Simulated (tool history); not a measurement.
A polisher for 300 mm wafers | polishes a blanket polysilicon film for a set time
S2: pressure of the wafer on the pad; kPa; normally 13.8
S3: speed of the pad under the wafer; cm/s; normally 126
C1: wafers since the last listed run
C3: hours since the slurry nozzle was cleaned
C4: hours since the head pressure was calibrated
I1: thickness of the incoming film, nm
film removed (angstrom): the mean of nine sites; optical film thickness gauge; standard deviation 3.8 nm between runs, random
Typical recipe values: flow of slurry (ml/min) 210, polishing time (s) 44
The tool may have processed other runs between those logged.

{"run": 1, "hour": 0.0, "flow of slurry (ml/min)": 210, "S2": 13.8, "S3": 126, "polishing time (s)": 44, "C1": 0, "wafers polished on this pad": 529, "C3": 306.8, "C4": 741, "I1": 1565.3, "film removed (angstrom)": 2722}
{"run": 2, "hour": 12.0, "flow of slurry (ml/min)": 210, "S2": 13.8, "S3": 126, "polishing time (s)": 44, "C1": 162, "wafers polished on this pad": 692, "C3": 318.8, "C4": 753, "I1": 1557.5, "film removed (angstrom)": 2769}
{"run": 3, "hour": 28.7, "flow of slurry (ml/min)": 210, "S2": 13.8, "S3": 126, "polishing time (s)": 44, "C1": 226, "wafers polished on this pad": 918, "C3": 335.5, "C4": 769.7, "I1": 1563.4, "film removed (angstrom)": 2680}
{"run": 4, "hour": 38.2, "flow of slurry (ml/min)": 210, "S2": 13.8, "S3": 126, "polishing time (s)": 44, "C1": 128, "wafers polished on this pad": 1046, "C3": 345, "C4": 779.2, "I1": 1531.7, "film removed (angstrom)": 2641}
{"hour": 46.0, "done": "worn pad replaced by a new one"}
{"run": 5, "hour": 47.4, "flow of slurry (ml/min)": 210, "S2": 13.8, "S3": 126, "polishing time (s)": 44, "C1": 70, "wafers polished on this pad": 19, "C3": 354.2, "C4": 788.4, "I1": 1527.1, "film removed (angstrom)": 2464}
{"run": 6, "hour": 55.4, "flow of slurry (ml/min)": 210, "S2": 13.8, "S3": 126, "polishing time (s)": 44, "C1": 108, "wafers polished on this pad": 127, "C3": 362.2, "C4": 796.4, "I1": 1535.9, "film removed (angstrom)": 2455}
{"run": 7, "hour": 72.1, "flow of slurry (ml/min)": 210, "S2": 13.8, "S3": 126, "polishing time (s)": 44, "C1": 226, "wafers polished on this pad": 353, "C3": 378.9, "C4": 813.1, "I1": 1562.6, "film removed (angstrom)": 2454}
{"run": 8, "hour": 86.9, "flow of slurry (ml/min)": 210, "S2": 13.8, "S3": 126, "polishing time (s)": 44, "C1": 200, "wafers polished on this pad": 554, "C3": 393.7, "C4": 827.9, "I1": 1517, "film removed (angstrom)": 2366}
{"hour": 104.6, "done": "slurry nozzle cleaned"}
{"hour": 106.0, "done": "worn pad replaced by a new one, repeated, since the last time left the tool worse"}
{"run": 9, "hour": 106.5, "flow of slurry (ml/min)": 270, "S2": 13.8, "S3": 108, "polishing time (s)": 38, "C1": 233, "wafers polished on this pad": 6, "C3": 1.9, "C4": 847.5, "I1": 1532, "film removed (angstrom)": 2296}
{"run": 10, "hour": 151.9, "flow of slurry (ml/min)": 210, "S2": 11.7, "S3": 126, "polishing time (s)": 44, "C1": 614, "wafers polished on this pad": 621, "C3": 47.3, "C4": 892.9, "I1": 1536.3, "film removed (angstrom)": 2422}
{"run": 11, "hour": 165.1, "flow of slurry (ml/min)": 175, "S2": 16.5, "S3": 126, "polishing time (s)": 51, "C1": 178, "wafers polished on this pad": 800, "C3": 60.5, "C4": 906.1, "I1": 1536.8, "film removed (angstrom)": 3691}
{"hour": 176.2, "done": "worn pad replaced by a new one"}
{"run": 12, "hour": 181.2, "flow of slurry (ml/min)": 265, "S2": 13.8, "S3": 126, "polishing time (s)": 36, "C1": 163, "wafers polished on this pad": 68, "C3": 76.6, "C4": 922.2, "I1": 1542.1, "film removed (angstrom)": 2344}
{"hour": 187.2, "done": "head pressure recalibrated"}
{"run": 13, "hour": 187.8, "flow of slurry (ml/min)": 210, "S2": 13.8, "S3": 126, "polishing time (s)": 44, "C1": 62, "wafers polished on this pad": 130, "C3": 83.2, "C4": 0.6, "I1": 1514.3, "film removed (angstrom)": 2844}
{"run": 14, "hour": 195.6, "flow of slurry (ml/min)": 210, "S2": 16.5, "S3": 126, "polishing time (s)": 44, "C1": 105, "wafers polished on this pad": 236, "C3": 91, "C4": 8.4, "I1": 1520.8, "film removed (angstrom)": 3319}
{"run": 15, "hour": 241.3, "flow of slurry (ml/min)": 210, "S2": 13.8, "S3": 154, "polishing time (s)": 36, "C1": 618, "wafers polished on this pad": 855, "C3": 136.7, "C4": 54.1, "I1": 1550.9, "film removed (angstrom)": 2477}
{"hour": 249.4, "done": "worn pad replaced by a new one"}
{"run": 16, "hour": 257.6, "flow of slurry (ml/min)": 140, "S2": 13.8, "S3": 140, "polishing time (s)": 53, "C1": 166, "wafers polished on this pad": 111, "C3": 153, "C4": 70.4, "I1": 1530.8, "film removed (angstrom)": 3354}

What the log doesn't show, run by run:
slurry flow missing at the pad, %: 0 in every run
deviation of the head's pressure from its setpoint, %: 0 in every run
H1: removal rate lost through wear of the pad, %
run=1 H1=1.98
run=2 H1=3.01
run=3 H1=4.92
run=4 H1=6.24
run=5 H1=12.2
run=6 H1=12.3
run=7 H1=12.9
run=8 H1=13.8
run=9 H1=0.303
run=10 H1=2.32
run=11 H1=3.65
run=12 H1=0.644
run=13 H1=0.749
run=14 H1=0.981
run=15 H1=4.68
run=16 H1=0.614
